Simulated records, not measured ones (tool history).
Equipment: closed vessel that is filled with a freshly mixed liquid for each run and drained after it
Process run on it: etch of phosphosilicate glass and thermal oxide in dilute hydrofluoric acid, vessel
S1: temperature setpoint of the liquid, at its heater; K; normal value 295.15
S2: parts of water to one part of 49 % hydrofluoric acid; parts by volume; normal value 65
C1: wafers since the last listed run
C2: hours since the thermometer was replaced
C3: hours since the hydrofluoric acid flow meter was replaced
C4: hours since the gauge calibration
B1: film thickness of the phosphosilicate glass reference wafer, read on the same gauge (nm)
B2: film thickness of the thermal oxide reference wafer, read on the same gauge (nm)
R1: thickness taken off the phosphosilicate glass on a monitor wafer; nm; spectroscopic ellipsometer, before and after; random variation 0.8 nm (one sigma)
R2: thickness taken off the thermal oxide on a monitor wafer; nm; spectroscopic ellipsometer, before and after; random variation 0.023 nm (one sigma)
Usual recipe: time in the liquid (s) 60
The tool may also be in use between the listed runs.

{"run": 1, "hour": 0.0, "S1": 295.15, "S2": 65, "time in the liquid (s)": 60, "C1": 0, "C2": 1663.0, "C3": 688.2, "C4": 59.2, "B1": 150.0, "B2": 130.042, "R1": 119.57, "R2": 3.54}
{"run": 2, "hour": 15.8, "S1": 295.15, "S2": 65, "time in the liquid (s)": 60, "C1": 1809, "C2": 1678.8, "C3": 704.0, "C4": 75.0, "B1": 150.0, "B2": 129.997, "R1": 119.49, "R2": 3.492}
{"run": 3, "hour": 30.6, "S1": 295.15, "S2": 55, "time in the liquid (s)": 60, "C1": 1695, "C2": 1693.6, "C3": 718.8, "C4": 89.8, "B1": 150.01, "B2": 130.003, "R1": 142.28, "R2": 4.18}
{"run": 4, "hour": 48.5, "S1": 295.15, "S2": 65, "time in the liquid (s)": 60, "C1": 2050, "C2": 1711.5, "C3": 736.7, "C4": 107.7, "B1": 150.0, "B2": 129.967, "R1": 118.41, "R2": 3.47}
{"run": 5, "hour": 72.2, "S1": 295.15, "S2": 65, "time in the liquid (s)": 60, "C1": 2714, "C2": 1735.2, "C3": 760.4, "C4": 131.4, "B1": 149.99, "B2": 129.966, "R1": 119.08, "R2": 3.515}
{"run": 6, "hour": 84.4, "S1": 295.15, "S2": 65, "time in the liquid (s)": 60, "C1": 1397, "C2": 1747.4, "C3": 772.6, "C4": 143.6, "B1": 150.01, "B2": 130.028, "R1": 119.0, "R2": 3.519}
{"run": 7, "hour": 107.3, "S1": 295.15, "S2": 65, "time in the liquid (s)": 60, "C1": 2622, "C2": 1770.3, "C3": 795.5, "C4": 166.5, "B1": 149.99, "B2": 130.0, "R1": 117.27, "R2": 3.483}
{"run": 8, "hour": 124.8, "S1": 295.15, "S2": 65, "time in the liquid (s)": 60, "C1": 2004, "C2": 1787.8, "C3": 813.0, "C4": 184.0, "B1": 149.99, "B2": 129.99, "R1": 119.53, "R2": 3.505}
{"run": 9, "hour": 158.6, "S1": 295.15, "S2": 65, "time in the liquid (s)": 60, "C1": 3871, "C2": 1821.6, "C3": 846.8, "C4": 217.8, "B1": 150.01, "B2": 129.993, "R1": 116.58, "R2": 3.489}
{"run": 10, "hour": 175.9, "S1": 291.65, "S2": 65, "time in the liquid (s)": 60, "C1": 1981, "C2": 1838.9, "C3": 864.1, "C4": 235.1, "B1": 150.01, "B2": 129.991, "R1": 100.74, "R2": 2.996}
{"run": 11, "hour": 198.7, "S1": 291.65, "S2": 65, "time in the liquid (s)": 60, "C1": 2611, "C2": 1861.7, "C3": 886.9, "C4": 257.9, "B1": 150.0, "B2": 129.997, "R1": 100.41, "R2": 2.975}
{"run": 12, "hour": 229.9, "S1": 292.65, "S2": 65, "time in the liquid (s)": 60, "C1": 3573, "C2": 1892.9, "C3": 918.1, "C4": 289.1, "B1": 150.01, "B2": 130.022, "R1": 105.07, "R2": 3.102}
{"hour": 243.7, "done": "thermometer replaced"}
{"run": 13, "hour": 259.4, "S1": 299.65, "S2": 65, "time in the liquid (s)": 60, "C1": 3264, "C2": 15.7, "C3": 947.6, "C4": 318.6, "B1": 150.01, "B2": 129.999, "R1": 153.21, "R2": 4.488}
{"run": 14, "hour": 285.1, "S1": 295.15, "S2": 90, "time in the liquid (s)": 75, "C1": 2943, "C2": 41.4, "C3": 973.3, "C4": 344.3, "B1": 150.04, "B2": 129.997, "R1": 110.92, "R2": 3.233}
{"hour": 343.9, "done": "hydrofluoric acid flow meter replaced"}
{"run": 15, "hour": 370.1, "S1": 299.65, "S2": 65, "time in the liquid (s)": 60, "C1": 9620, "C2": 126.4, "C3": 26.2, "C4": 429.3, "B1": 150.03, "B2": 129.982, "R1": 159.19, "R2": 4.646}
{"run": 16, "hour": 403.6, "S1": 295.15, "S2": 65, "time in the liquid (s)": 60, "C1": 3836, "C2": 159.9, "C3": 59.7, "C4": 462.8, "B1": 149.99, "B2": 130.03, "R1": 130.37, "R2": 3.879}
{"run": 17, "hour": 427.2, "S1": 300.15, "S2": 50, "time in the liquid (s)": 70, "C1": 2702, "C2": 183.5, "C3": 83.3, "C4": 486.4, "B1": 150.0, "B2": 130.004, "R1": 249.02, "R2": 7.342}
{"run": 18, "hour": 462.8, "S1": 295.15, "S2": 65, "time in the liquid (s)": 90, "C1": 4077, "C2": 219.1, "C3": 118.9, "C4": 522.0, "B1": 150.0, "B2": 129.991, "R1": 194.77, "R2": 5.773}
{"run": 19, "hour": 477.1, "S1": 293.65, "S2": 90, "time in the liquid (s)": 95, "C1": 1637, "C2": 233.4, "C3": 133.2, "C4": 536.3, "B1": 150.0, "B2": 130.007, "R1": 135.19, "R2": 4.033}
{"hour": 496.4, "done": "gauge calibrated"}
{"run": 20, "hour": 506.2, "S1": 298.15, "S2": 95, "time in the liquid (s)": 60, "C1": 3332, "C2": 262.5, "C3": 162.3, "C4": 9.8, "B1": 150.02, "B2": 130.026, "R1": 96.49, "R2": 2.871}
{"run": 21, "hour": 520.6, "S1": 295.15, "S2": 80, "time in the liquid (s)": 70, "C1": 1649, "C2": 276.9, "C3": 176.7, "C4": 24.2, "B1": 150.0, "B2": 129.978, "R1": 121.8, "R2": 3.539}
{"run": 22, "hour": 539.1, "S1": 290.15, "S2": 45, "time in the liquid (s)": 75, "C1": 2118, "C2": 295.4, "C3": 195.2, "C4": 42.7, "B1": 149.97, "B2": 129.999, "R1": 193.4, "R2": 5.784}
{"run": 23, "hour": 559.3, "S1": 295.15, "S2": 65, "time in the liquid (s)": 60, "C1": 2313, "C2": 315.6, "C3": 215.4, "C4": 62.9, "B1": 150.02, "B2": 129.985, "R1": 128.91, "R2": 3.837}
{"run": 24, "hour": 587.6, "S1": 295.15, "S2": 65, "time in the liquid (s)": 60, "C1": 3241, "C2": 343.9, "C3": 243.7, "C4": 91.2, "B1": 150.0, "B2": 129.996, "R1": 128.83, "R2": 3.799}
{"run": 25, "hour": 622.6, "S1": 295.15, "S2": 65, "time in the liquid (s)": 60, "C1": 4008, "C2": 378.9, "C3": 278.7, "C4": 126.2, "B1": 149.99, "B2": 130.009, "R1": 129.19, "R2": 3.787}

Some steps in R1, run to run, broken into two amounts with sign: the step expected even without the hidden condition (settings, incoming material, random variation), and the rest, left for the hidden condition together with whatever gauge scatter is not in both the measured and the hidden-condition-free result:
Hidden conditions of the tool in this case: liquid colder than its thermometer reads (K); hydrofluoric acid flow below the setpoint (%); gauge reads high (%).
Run 12 -> 13: S1 292.65 -> 299.65, thermometer replaced. R1 +48.14 nm: hidden state +6.88, all else +41.26.
Run 14 -> 15: S1 295.15 -> 299.65, S2 90 -> 65, time in the liquid (s) 75 -> 60, hydrofluoric acid flow meter replaced. R1 +48.27 nm: hidden state +4.38, all else +43.89.
Run 16 -> 17: S1 295.15 -> 300.15, S2 65 -> 50, time in the liquid (s) 60 -> 70. R1 +118.65 nm: hidden state -1.83, all else +120.48.
Run 21 -> 22: S1 295.15 -> 290.15, S2 80 -> 45, time in the liquid (s) 70 -> 75. R1 +71.60 nm: hidden state -2.02, all else +73.62.
